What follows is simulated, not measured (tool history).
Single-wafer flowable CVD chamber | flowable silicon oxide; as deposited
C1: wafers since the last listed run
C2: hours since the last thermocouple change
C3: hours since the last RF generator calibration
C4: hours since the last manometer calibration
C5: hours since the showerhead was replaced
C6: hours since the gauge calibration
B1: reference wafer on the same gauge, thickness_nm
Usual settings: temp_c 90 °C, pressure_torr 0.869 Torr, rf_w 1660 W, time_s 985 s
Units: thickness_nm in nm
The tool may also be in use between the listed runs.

Run 1, hour 0.0: usual settings; C1 0; C2 2969.6; C3 1123.2; C4 2866.0; C5 5828.5; C6 98.5; B1 870.037. Result: thickness_nm 941.186 nm.
Run 2, hour 10.7: usual settings; C1 15; C2 2980.3; C3 1133.9; C4 2876.7; C5 5839.2; C6 109.2; B1 871.544. Result: thickness_nm 954.459 nm.
Run 3, hour 27.0: usual settings but time_s 936 s; C1 24; C2 2996.6; C3 1150.2; C4 2893.0; C5 5855.5; C6 125.5; B1 870.458. Result: thickness_nm 903.216 nm.
Run 4, hour 40.7: usual settings; C1 20; C2 3010.3; C3 1163.9; C4 2906.7; C5 5869.2; C6 139.2; B1 870.870. Result: thickness_nm 949.364 nm.
Run 5, hour 47.0: usual settings; C1 9; C2 3016.6; C3 1170.2; C4 2913.0; C5 5875.5; C6 145.5; B1 872.475. Result: thickness_nm 946.953 nm.
At hour 59.9: thermocouple changed; heater temperature recalibrated.
Run 6, hour 60.4: usual settings; C1 8; C2 0.5; C3 1183.6; C4 2926.4; C5 5888.9; C6 158.9; B1 870.560. Result: thickness_nm 610.829 nm.
Run 7, hour 72.3: usual settings; C1 17; C2 12.4; C3 1195.5; C4 2938.3; C5 5900.8; C6 170.8; B1 871.537. Result: thickness_nm 618.578 nm.
Run 8, hour 82.7: usual settings; C1 15; C2 22.8; C3 1205.9; C4 2948.7; C5 5911.2; C6 181.2; B1 870.887. Result: thickness_nm 615.201 nm.
Run 9, hour 95.5: usual settings; C1 19; C2 35.6; C3 1218.7; C4 2961.5; C5 5924.0; C6 194.0; B1 870.996. Result: thickness_nm 617.614 nm.
Run 10, hour 103.2: usual settings; C1 11; C2 43.3; C3 1226.4; C4 2969.2; C5 5931.7; C6 201.7; B1 870.901. Result: thickness_nm 609.788 nm.
Run 11, hour 109.7: usual settings; C1 9; C2 49.8; C3 1232.9; C4 2975.7; C5 5938.2; C6 208.2; B1 871.104. Result: thickness_nm 615.274 nm.
At hour 123.7: thermocouple changed; heater temperature recalibrated, repeated, since the last time left the tool worse.
At hour 124.2: RF generator calibrated.
Run 12, hour 124.7: usual settings; C1 9; C2 1.0; C3 0.5; C4 2990.7; C5 5953.2; C6 223.2; B1 869.966. Result: thickness_nm 815.827 nm.
Run 13, hour 128.8: usual settings but pressure_torr 1.051 Torr, time_s 1036 s; C1 6; C2 5.1; C3 4.6; C4 2994.8; C5 5957.3; C6 227.3; B1 870.650. Result: thickness_nm 1009.390 nm.
At hour 145.1: showerhead replaced.
Run 14, hour 145.6: usual settings; C1 13; C2 21.9; C3 21.4; C4 3011.6; C5 0.5; C6 244.1; B1 871.912. Result: thickness_nm 806.860 nm.
Run 15, hour 155.2: usual settings but rf_w 1415 W; C1 14; C2 31.5; C3 31.0; C4 3021.2; C5 10.1; C6 253.7; B1 870.327. Result: thickness_nm 775.820 nm.
At hour 158.8: gauge calibrated.
At hour 169.5: capacitance manometer re-zeroed and calibrated.
Run 16, hour 170.0: usual settings; C1 10; C2 46.3; C3 45.8; C4 0.5; C5 24.9; C6 11.2; B1 873.166. Result: thickness_nm 816.245 nm.
Run 17, hour 182.1: usual settings but rf_w 1835 W; C1 17; C2 58.4; C3 57.9; C4 12.6; C5 37.0; C6 23.3; B1 870.762. Result: thickness_nm 837.128 nm.
Run 18, hour 195.6: usual settings but pressure_torr 0.991 Torr; C1 20; C2 71.9; C3 71.4; C4 26.1; C5 50.5; C6 36.8; B1 870.901. Result: thickness_nm 908.392 nm.
Run 19, hour 202.8: usual settings but temp_c 104 °C, time_s 1117 s; C1 10; C2 79.1; C3 78.6; C4 33.3; C5 57.7; C6 44.0; B1 870.949. Result: thickness_nm 545.108 nm.
Run 20, hour 210.8: usual settings but temp_c 75 °C, pressure_torr 0.783 Torr; C1 11; C2 87.1; C3 86.6; C4 41.3; C5 65.7; C6 52.0; B1 869.990. Result: thickness_nm 1199.455 nm.
Run 21, hour 222.5: usual settings but temp_c 82 °C, time_s 925 s; C1 17; C2 98.8; C3 98.3; C4 53.0; C5 77.4; C6 63.7; B1 871.319. Result: thickness_nm 1009.474 nm.
Run 22, hour 229.3: usual settings but temp_c 77 °C, rf_w 1330 W; C1 10; C2 105.6; C3 105.1; C4 59.8; C5 84.2; C6 70.5; B1 870.433. Result: thickness_nm 1179.545 nm.
Run 23, hour 241.1: usual settings but temp_c 78 °C, pressure_torr 0.990 Torr, rf_w 1475 W; C1 17; C2 117.4; C3 116.9; C4 71.6; C5 96.0; C6 82.3; B1 870.566. Result: thickness_nm 1320.025 nm.
Run 24, hour 254.5: usual settings but rf_w 1520 W; C1 19; C2 130.8; C3 130.3; C4 85.0; C5 109.4; C6 95.7; B1 871.128. Result: thickness_nm 802.408 nm.
Run 25, hour 271.7: usual settings but temp_c 85 °C; C1 25; C2 148.0; C3 147.5; C4 102.2; C5 126.6; C6 112.9; B1 873.284. Result: thickness_nm 967.334 nm.
Run 26, hour 286.7: usual settings but temp_c 103 °C, pressure_torr 1.085 Torr, rf_w 1805 W; C1 22; C2 163.0; C3 162.5; C4 117.2; C5 141.6; C6 127.9; B1 870.786. Result: thickness_nm 618.096 nm.
Run 27, hour 300.4: usual settings; C1 20; C2 176.7; C3 176.2; C4 130.9; C5 155.3; C6 141.6; B1 870.180. Result: thickness_nm 817.784 nm.

5 ways to go on from here, each from the tool as it stands after run 27. What would each give?
Run A, hour 301.1: usual settings but rf_w 1405 W; C1 1; C2 177.4; C3 176.9; C4 131.6; C5 156.0; C6 142.3; B1 ?. Result: thickness_nm ?.
Run B, hour 301.1: usual settings but pressure_torr 0.984 Torr; C1 1; C2 177.4; C3 176.9; C4 131.6; C5 156.0; C6 142.3; B1 ?. Result: thickness_nm ?.
Run C, hour 301.1: usual settings but temp_c 104 °C, pressure_torr 0.804 Torr, rf_w 1350 W; C1 1; C2 177.4; C3 176.9; C4 131.6; C5 156.0; C6 142.3; B1 ?. Result: thickness_nm ?.
Run D, hour 301.1: usual settings but pressure_torr 0.718 Torr; C1 1; C2 177.4; C3 176.9; C4 131.6; C5 156.0; C6 142.3; B1 ?. Result: thickness_nm ?.
Run E, hour 301.1: usual settings but temp_c 81 °C, rf_w 1450 W; C1 1; C2 177.4; C3 176.9; C4 131.6; C5 156.0; C6 142.3; B1 ?. Result: thickness_nm ?.

run       B1  thickness_nm
  A  869.521       784.471
  B  869.521       910.813
  C  869.521       426.069
  D  869.521       697.485
  E  869.521      1076.824
Without the tool's hidden state the same runs would have given:
run  thickness_nm
  A       788.970
  B       916.038
  C       428.446
  D       701.485
  E      1081.433
